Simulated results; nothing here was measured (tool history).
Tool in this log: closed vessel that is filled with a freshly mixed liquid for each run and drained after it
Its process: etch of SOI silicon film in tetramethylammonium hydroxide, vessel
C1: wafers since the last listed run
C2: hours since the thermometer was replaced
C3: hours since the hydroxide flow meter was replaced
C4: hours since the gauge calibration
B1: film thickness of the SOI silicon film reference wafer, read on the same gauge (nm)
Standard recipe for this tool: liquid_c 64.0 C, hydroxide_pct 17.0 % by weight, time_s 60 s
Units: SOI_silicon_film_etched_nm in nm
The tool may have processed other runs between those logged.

run 1 hour=0.0 | liquid_c=64.0 hydroxide_pct=17.0 time_s=60 | C1=0 C2=1717.4 C3=1090.3 C4=238.9 | B1=70.04 | SOI_silicon_film_etched_nm=187.84
-- hour=1.4 gauge calibrated
run 2 hour=12.4 | liquid_c=69.0 hydroxide_pct=17.0 time_s=60 | C1=1493 C2=1729.8 C3=1102.7 C4=11.0 | B1=69.99 | SOI_silicon_film_etched_nm=255.67
run 3 hour=24.5 | liquid_c=69.0 hydroxide_pct=17.0 time_s=60 | C1=1457 C2=1741.9 C3=1114.8 C4=23.1 | B1=70.00 | SOI_silicon_film_etched_nm=256.04
run 4 hour=39.4 | liquid_c=64.0 hydroxide_pct=17.0 time_s=60 | C1=1795 C2=1756.8 C3=1129.7 C4=38.0 | B1=70.00 | SOI_silicon_film_etched_nm=188.57
run 5 hour=52.9 | liquid_c=64.0 hydroxide_pct=17.0 time_s=60 | C1=1626 C2=1770.3 C3=1143.2 C4=51.5 | B1=69.97 | SOI_silicon_film_etched_nm=188.82
run 6 hour=69.4 | liquid_c=64.0 hydroxide_pct=17.0 time_s=60 | C1=1987 C2=1786.8 C3=1159.7 C4=68.0 | B1=69.99 | SOI_silicon_film_etched_nm=188.23
run 7 hour=76.1 | liquid_c=64.0 hydroxide_pct=17.0 time_s=60 | C1=807 C2=1793.5 C3=1166.4 C4=74.7 | B1=69.99 | SOI_silicon_film_etched_nm=190.83
run 8 hour=91.0 | liquid_c=64.0 hydroxide_pct=17.0 time_s=60 | C1=1795 C2=1808.4 C3=1181.3 C4=89.6 | B1=70.00 | SOI_silicon_film_etched_nm=188.44
run 9 hour=107.7 | liquid_c=64.0 hydroxide_pct=17.0 time_s=60 | C1=2012 C2=1825.1 C3=1198.0 C4=106.3 | B1=69.96 | SOI_silicon_film_etched_nm=187.27
run 10 hour=124.9 | liquid_c=60.0 hydroxide_pct=21.0 time_s=60 | C1=2072 C2=1842.3 C3=1215.2 C4=123.5 | B1=70.03 | SOI_silicon_film_etched_nm=133.31
run 11 hour=138.3 | liquid_c=64.0 hydroxide_pct=17.0 time_s=60 | C1=1614 C2=1855.7 C3=1228.6 C4=136.9 | B1=69.96 | SOI_silicon_film_etched_nm=185.92
-- hour=147.7 hydroxide flow meter replaced
run 12 hour=154.4 | liquid_c=64.0 hydroxide_pct=17.0 time_s=60 | C1=1819 C2=1871.8 C3=6.7 C4=153.0 | B1=70.00 | SOI_silicon_film_etched_nm=186.92
run 13 hour=165.9 | liquid_c=64.0 hydroxide_pct=17.0 time_s=60 | C1=1385 C2=1883.3 C3=18.2 C4=164.5 | B1=69.95 | SOI_silicon_film_etched_nm=187.80
run 14 hour=182.7 | liquid_c=64.0 hydroxide_pct=17.0 time_s=30 | C1=2024 C2=1900.1 C3=35.0 C4=181.3 | B1=70.03 | SOI_silicon_film_etched_nm=92.17
run 15 hour=191.2 | liquid_c=64.0 hydroxide_pct=17.0 time_s=50 | C1=1024 C2=1908.6 C3=43.5 C4=189.8 | B1=69.98 | SOI_silicon_film_etched_nm=154.37
run 16 hour=199.2 | liquid_c=64.0 hydroxide_pct=17.0 time_s=60 | C1=963 C2=1916.6 C3=51.5 C4=197.8 | B1=70.03 | SOI_silicon_film_etched_nm=185.26
run 17 hour=219.9 | liquid_c=57.0 hydroxide_pct=20.0 time_s=50 | C1=2493 C2=1937.3 C3=72.2 C4=218.5 | B1=70.00 | SOI_silicon_film_etched_nm=92.46
run 18 hour=232.9 | liquid_c=71.0 hydroxide_pct=21.0 time_s=60 | C1=1566 C2=1950.3 C3=85.2 C4=231.5 | B1=70.01 | SOI_silicon_film_etched_nm=257.56
run 19 hour=245.2 | liquid_c=59.0 hydroxide_pct=17.0 time_s=85 | C1=1481 C2=1962.6 C3=97.5 C4=243.8 | B1=70.02 | SOI_silicon_film_etched_nm=191.09
run 20 hour=258.7 | liquid_c=68.0 hydroxide_pct=19.0 time_s=60 | C1=1626 C2=1976.1 C3=111.0 C4=257.3 | B1=70.02 | SOI_silicon_film_etched_nm=226.58
run 21 hour=272.1 | liquid_c=64.0 hydroxide_pct=15.0 time_s=50 | C1=1614 C2=1989.5 C3=124.4 C4=270.7 | B1=69.99 | SOI_silicon_film_etched_nm=160.81
-- hour=284.1 thermometer replaced
-- hour=299.4 gauge calibrated
run 22 hour=316.1 | liquid_c=64.0 hydroxide_pct=17.0 time_s=75 | C1=5180 C2=32.0 C3=168.4 C4=16.7 | B1=69.99 | SOI_silicon_film_etched_nm=272.63
run 23 hour=326.3 | liquid_c=64.0 hydroxide_pct=17.0 time_s=80 | C1=1228 C2=42.2 C3=178.6 C4=26.9 | B1=69.97 | SOI_silicon_film_etched_nm=292.82
run 24 hour=343.9 | liquid_c=64.0 hydroxide_pct=17.0 time_s=60 | C1=2120 C2=59.8 C3=196.2 C4=44.5 | B1=69.95 | SOI_silicon_film_etched_nm=214.83
run 25 hour=361.9 | liquid_c=71.0 hydroxide_pct=14.5 time_s=40 | C1=2168 C2=77.8 C3=214.2 C4=62.5 | B1=69.96 | SOI_silicon_film_etched_nm=233.43
run 26 hour=373.1 | liquid_c=72.0 hydroxide_pct=17.0 time_s=60 | C1=1349 C2=89.0 C3=225.4 C4=73.7 | B1=69.98 | SOI_silicon_film_etched_nm=348.43
run 27 hour=379.8 | liquid_c=69.5 hydroxide_pct=21.0 time_s=45 | C1=807 C2=95.7 C3=232.1 C4=80.4 | B1=69.98 | SOI_silicon_film_etched_nm=207.19

Below are 3 alternative next runs, each starting from the tool's condition after run 27. Predict each:
run A hour=380.5 | liquid_c=64.0 hydroxide_pct=14.5 time_s=60 | C1=84 C2=96.4 C3=232.8 C4=81.1 | B1=? | SOI_silicon_film_etched_nm=?
run B hour=380.5 | liquid_c=64.0 hydroxide_pct=17.0 time_s=40 | C1=84 C2=96.4 C3=232.8 C4=81.1 | B1=? | SOI_silicon_film_etched_nm=?
run C hour=380.5 | liquid_c=64.0 hydroxide_pct=21.5 time_s=60 | C1=84 C2=96.4 C3=232.8 C4=81.1 | B1=? | SOI_silicon_film_etched_nm=?

run=A B1=70.03 SOI_silicon_film_etched_nm=231.52
run=B B1=70.03 SOI_silicon_film_etched_nm=145.11
run=C B1=70.03 SOI_silicon_film_etched_nm=196.12
Take away the tool's hidden state, keep each run's random variation, and the runs would have read:
run=A SOI_silicon_film_etched_nm=236.65
run=B SOI_silicon_film_etched_nm=148.32
run=C SOI_silicon_film_etched_nm=200.47
